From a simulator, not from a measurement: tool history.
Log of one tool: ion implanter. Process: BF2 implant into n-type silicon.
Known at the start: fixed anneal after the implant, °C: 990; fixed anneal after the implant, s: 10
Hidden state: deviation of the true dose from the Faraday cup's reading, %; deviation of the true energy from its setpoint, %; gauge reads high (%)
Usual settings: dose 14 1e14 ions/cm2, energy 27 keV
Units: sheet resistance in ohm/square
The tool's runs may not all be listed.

run   hour   dose  energy  wafers since the last listed run  hours since the last dose calibration  hours since the extraction supply was calibrated  hours since the gauge calibration  read-back reference wafer on the same gauge, sheet resistance  sheet resistance
  1      0     14      27                                 0                                 1111.2                                            7488.1                              195.7                                                         189.13            178.36
  2    7.4     14      27                               101                                 1118.6                                            7495.5                              203.1                                                         188.82            178.75
  3   14.3     14      27                                94                                 1125.5                                            7502.4                                210                                                         189.02            179.07
      15.8  -- gauge calibrated
  4     24     14      27                               133                                 1135.2                                            7512.1                                8.2                                                         188.96            178.75
  5   34.2     14      27                               140                                 1145.4                                            7522.3                               18.4                                                         188.87            178.35
  6   48.8     14      27                               200                                   1160                                            7536.9                                 33                                                            189            178.76
  7  100.6   10.8    32.5                               711                                 1211.8                                            7588.7                               84.8                                                         188.92            169.46
  8  113.6   10.8    32.5                               178                                 1224.8                                            7601.7                               97.8                                                         188.96             169.1
  9  130.7   10.8    32.5                               234                                 1241.9                                            7618.8                              114.9                                                         188.99            169.42
 10  145.7     14      27                               205                                 1256.9                                            7633.8                              129.9                                                         189.02            178.48
 11    152     14      27                                86                                 1263.2                                            7640.1                              136.2                                                         189.01            178.72
 12  165.4     14      27                               183                                 1276.6                                            7653.5                              149.6                                                         188.94            178.81
 13  205.4  15.95    22.5                               549                                 1316.6                                            7693.5                              189.6                                                         188.97            194.12
 14  222.4  15.95    22.5                               233                                 1333.6                                            7710.5                              206.6                                                         189.08            194.63
     233.3  -- gauge calibrated
     243.4  -- Faraday cup replaced and dose calibrated
 15  243.9     14      27                               185                                    0.5                                              7732                               10.6                                                         188.99            178.89
     257.9  -- extraction supply calibrated
 16  258.4   9.88      27                                89                                     15                                               0.5                               25.1                                                         188.96            190.31
 17  269.5  11.72    20.5                               152                                   26.1                                              11.6                               36.2                                                         188.92            214.07
 18  275.8  12.19      27                                86                                   32.4                                              17.9                               42.5                                                         188.92            183.11
 19  286.5  17.42    17.5                               146                                   43.1                                              28.6                               53.2                                                         189.06            220.49
 20  293.8  11.49      33                               100                                   50.4                                              35.9                               60.5                                                         188.92            165.32
 21  305.1     14      27                               155                                   61.7                                              47.2                               71.8                                                         189.17            178.68

Forecast run 22:
 22  312.6  17.51    22.5                               102                                   69.2                                              54.7                               79.3                                                              ?                 ?

{"run 22": {"read-back reference wafer on the same gauge, sheet resistance": 189.07, "sheet resistance": 191.82}}
Without the tool's hidden state the same run would have given sheet resistance 191.82 ohm/square.
